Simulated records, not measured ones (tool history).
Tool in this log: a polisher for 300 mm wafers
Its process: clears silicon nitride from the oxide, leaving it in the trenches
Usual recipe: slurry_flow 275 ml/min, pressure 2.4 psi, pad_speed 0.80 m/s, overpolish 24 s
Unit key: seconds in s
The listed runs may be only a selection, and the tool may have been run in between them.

run   hour  slurry_flow  pressure  pad_speed  overpolish  wafers since the last listed run  wafers polished on this pad  hours since the slurry nozzle was cleaned  hours since the head pressure was calibrated  incoming thickness of the incoming film, nm  seconds
  1    0.0          275       2.4       0.80          24                                 0                          733                                      152.5                                         180.9                                         44.6     80.5
  2   22.4          275       2.4       0.80          24                               189                          922                                      174.9                                         203.3                                         44.5     86.5
      29.2  -- worn pad replaced by a new one
  3   75.7          275       2.4       0.80          32                               416                          392                                      228.2                                         256.6                                         45.4     80.6
  4   91.5          275       2.4       0.80          32                               133                          526                                      244.0                                         272.4                                         44.6     76.0
  5  116.9          275       2.8       0.70          24                               214                          740                                      269.4                                         297.8                                         45.7     81.0
  6  130.1          275       2.4       0.80          24                               111                          852                                      282.6                                         311.0                                         45.3     85.3
  7  156.2          275       2.4       0.80          24                               220                         1072                                      308.7                                         337.1                                         45.1     86.1
     162.1  -- worn pad replaced by a new one
  8  171.5          275       2.4       0.80          24                                95                           79                                      324.0                                         352.4                                         45.5     75.8
  9  186.1          275       2.4       0.80          20                               123                          202                                      338.6                                         367.0                                         45.0     76.8
 10  200.8          275       2.4       0.80          24                               124                          326                                      353.3                                         381.7                                         44.6     77.2
 11  221.7          275       2.4       0.80          24                               176                          503                                      374.2                                         402.6                                         45.8     84.8
 12  247.6          275       2.4       0.90          24                               218                          721                                      400.1                                         428.5                                         44.3     75.9
     249.9  -- slurry nozzle cleaned
     276.6  -- worn pad replaced by a new one, of another model than before
 13  277.1          275       2.4       0.80          24                               206                            4                                       27.2                                         458.0                                         45.1     73.4
 14  299.8          235       2.2       0.58          19                               191                          196                                       49.9                                         480.7                                         45.1    117.5
 15  319.5          275       1.8       0.80          38                               166                          362                                       69.6                                         500.4                                         45.4    107.7
     333.6  -- head pressure recalibrated
 16  339.1          275       2.4       0.80          24                               148                          511                                       89.2                                           5.5                                         44.9     77.3
 17  374.3          275       2.4       0.80          24                               297                          808                                      124.4                                          40.7                                         45.1     82.9
     398.8  -- worn pad replaced by a new one
 18  404.4          275       2.4       0.80          24                               220                           47                                      154.5                                          70.8                                         44.5     74.8
 19  424.8          250       1.8       0.80          33                               172                          219                                      174.9                                          91.2                                         45.1    104.9
 20  451.6          275       2.4       0.80          24                               226                          445                                      201.7                                         118.0                                         44.3     79.1

Run 21 comes next. What will it give?
 21  470.7          275       1.7       1.04          20                               161                          606                                      220.8                                         137.1                                         45.3        ?

{"run 21": {"seconds": 87.8}}
With the hidden condition absent and the run-to-run variation left alone, this run would have shown seconds 81.0 s.
